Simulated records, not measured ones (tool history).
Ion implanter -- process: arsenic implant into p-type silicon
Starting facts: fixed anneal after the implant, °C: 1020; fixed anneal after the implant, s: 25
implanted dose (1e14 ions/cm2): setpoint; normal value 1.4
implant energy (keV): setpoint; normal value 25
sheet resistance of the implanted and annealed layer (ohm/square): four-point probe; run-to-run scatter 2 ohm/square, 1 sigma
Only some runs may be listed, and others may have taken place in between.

run	hour	implanted dose (1e14 ions/cm2)	implant energy (keV)	wafers since the last listed run	hours since the last dose calibration	hours since the extraction supply was calibrated	hours since the gauge calibration	read-back reference wafer on the same gauge, sheet resistance	sheet resistance of the implanted and annealed layer (ohm/square)
1	0	1.4	32	0	929.9	1399.3	1077.9	508.62	501.53
2	48.1	1.4	25	1550	978	1447.4	1126	509.46	529.17
3	132	1.15	29	2704	1061.9	1531.3	1209.9	509.86	587.37
4	216.3	1.15	29	2717	1146.2	1615.6	1294.2	509.39	590.34
5	258.3	1.4	30	1353	1188.2	1657.6	1336.2	509.92	509.77
6	305.4	1.4	27	1518	1235.3	1704.7	1383.3	510.61	519.01
7	385.2	1.4	25	2572	1315.1	1784.5	1463.1	510.15	528.06
8	488.3	1.4	25	3323	1418.2	1887.6	1566.2	510.61	529.83
9	542.6	1.4	31	1750	1472.5	1941.9	1620.5	510.5	508.92
10	614.5	1.4	31	2317	1544.4	2013.8	1692.4	511.06	508.85
11	677.9	1.4	28.5	2043	1607.8	2077.2	1755.8	511.7	512.28
# hour 686.4: gauge calibrated
12	783.4	1.53	25	3400	1713.3	2182.7	97	498.58	482.36
# hour 809.5: extraction supply calibrated
13	820.2	1.77	25	928	1750.1	10.7	133.8	500.08	433.61
14	857.9	1.4	16.5	1215	1787.8	48.4	171.5	500.3	552.96
# hour 870.4: Faraday cup replaced and dose calibrated
15	1115.9	1.52	25	8059	245.5	306.4	429.5	505.83	497.7
16	1334.2	1.25	25	7037	463.8	524.7	647.8	508.93	570.05
17	1430.8	1.4	25	3114	560.4	621.3	744.4	509.76	530.99
18	1493.2	1.15	33	2011	622.8	683.7	806.8	510.8	577.32
19	1647.4	1.4	25	4970	777	837.9	961	512.15	526.2
20	1713.5	1.63	17	2130	843.1	904	1027.1	511.69	498.84

The tool's hidden state at each run:
deviation of the true dose from the Faraday cup's reading, %: 0, the same for each run
deviation of the true energy from its setpoint, %: 0, the same for each run
H1: gauge reads high (%)
run	H1
1	3.04
2	3.09
3	3.16
4	3.22
5	3.25
6	3.28
7	3.33
8	3.38
9	3.4
10	3.43
11	3.45
12	0.982
13	1.19
14	1.4
15	2.47
16	3.07
17	3.27
18	3.38
19	3.61
20	3.69
